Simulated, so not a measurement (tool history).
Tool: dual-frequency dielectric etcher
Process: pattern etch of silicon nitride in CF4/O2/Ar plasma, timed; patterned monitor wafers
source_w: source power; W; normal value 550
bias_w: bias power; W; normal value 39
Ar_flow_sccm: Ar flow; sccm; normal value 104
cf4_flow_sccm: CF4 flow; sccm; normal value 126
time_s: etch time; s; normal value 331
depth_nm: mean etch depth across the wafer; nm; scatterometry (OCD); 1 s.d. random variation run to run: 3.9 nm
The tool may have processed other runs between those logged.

| run | hour | source_w | bias_w | Ar_flow_sccm | cf4_flow_sccm | time_s | read-back reference wafer on the same gauge, depth_nm | depth_nm |
|---|---|---|---|---|---|---|---|---|
| 1 | 0 | 550 | 39 | 104 | 126 | 331 | 529.7 | 551.7 |
|  | 46 | Ar flow controller replaced |
| 2 | 50.6 | 480 | 39 | 104 | 150 | 331 | 529 | 491.8 |
|  | 65.9 | gauge calibrated |
| 3 | 90 | 480 | 39 | 104 | 150 | 331 | 548.9 | 503.3 |
| 4 | 159.6 | 480 | 39 | 104 | 150 | 331 | 543.7 | 506.8 |
|  | 177.8 | source power generator calibrated |
| 5 | 196.1 | 550 | 34 | 104 | 126 | 331 | 540.8 | 533.9 |
|  | 227.4 | bias power generator calibrated |
| 6 | 262.1 | 480 | 39 | 104 | 150 | 331 | 540.5 | 494.8 |
| 7 | 308.4 | 550 | 39 | 104 | 126 | 361.5 | 539.3 | 623.2 |
|  | 362.5 | upper electrode replaced |
| 8 | 369.7 | 550 | 39 | 88 | 126 | 331 | 537.5 | 581.6 |
|  | 413.1 | wet clean of the chamber |
| 9 | 456.1 | 550 | 39 | 104 | 126 | 331 | 532.6 | 562.4 |
| 10 | 517.2 | 680 | 39 | 104 | 98 | 331 | 534.5 | 678.8 |
|  | 563 | CF4 flow controller replaced |
| 11 | 574.1 | 550 | 48 | 104 | 126 | 379.5 | 531.6 | 705.4 |
| 12 | 626.6 | 550 | 39 | 104 | 126 | 375.5 | 530.8 | 635.7 |
| 13 | 675.3 | 610 | 43 | 104 | 126 | 331 | 528.9 | 648.9 |
| 14 | 733.1 | 550 | 34 | 117 | 126 | 331 | 529.3 | 514.8 |
| 15 | 777.8 | 550 | 42 | 123 | 126 | 331 | 531.1 | 563.8 |
| 16 | 845.6 | 450 | 47 | 91 | 126 | 305.5 | 529.5 | 455.1 |
| 17 | 885.1 | 550 | 30 | 104 | 126 | 368 | 528 | 549.2 |
|  | 933 | wet clean of the chamber |
| 18 | 933.5 | 650 | 45 | 126 | 99 | 331 | 529.9 | 675.7 |
| 19 | 971 | 550 | 39 | 80 | 126 | 409.5 | 529.5 | 705.4 |
| 20 | 1003.5 | 440 | 39 | 104 | 154 | 331 | 528.8 | 443.1 |
| 21 | 1039.5 | 550 | 39 | 104 | 126 | 331 | 528.9 | 554.8 |

4 options for the next run, each taken on its own from the tool as it stands now. Forecast them:
| A | 1040 | 550 | 39 | 104 | 126 | 331 | ? | ? |
| B | 1040 | 550 | 39 | 114 | 101 | 373 | ? | ? |
| C | 1040 | 590 | 43 | 104 | 126 | 397 | ? | ? |
| D | 1040 | 470 | 39 | 104 | 126 | 331 | ? | ? |

| run | read-back reference wafer on the same gauge, depth_nm | depth_nm |
|---|---|---|
| A | 529.8 | 559 |
| B | 529.8 | 605.9 |
| C | 529.8 | 754.2 |
| D | 529.8 | 471.4 |
Without the tool's hidden state the same runs would have given:
| run | depth_nm |
|---|---|
| A | 579.9 |
| B | 628.6 |
| C | 782.4 |
| D | 489 |
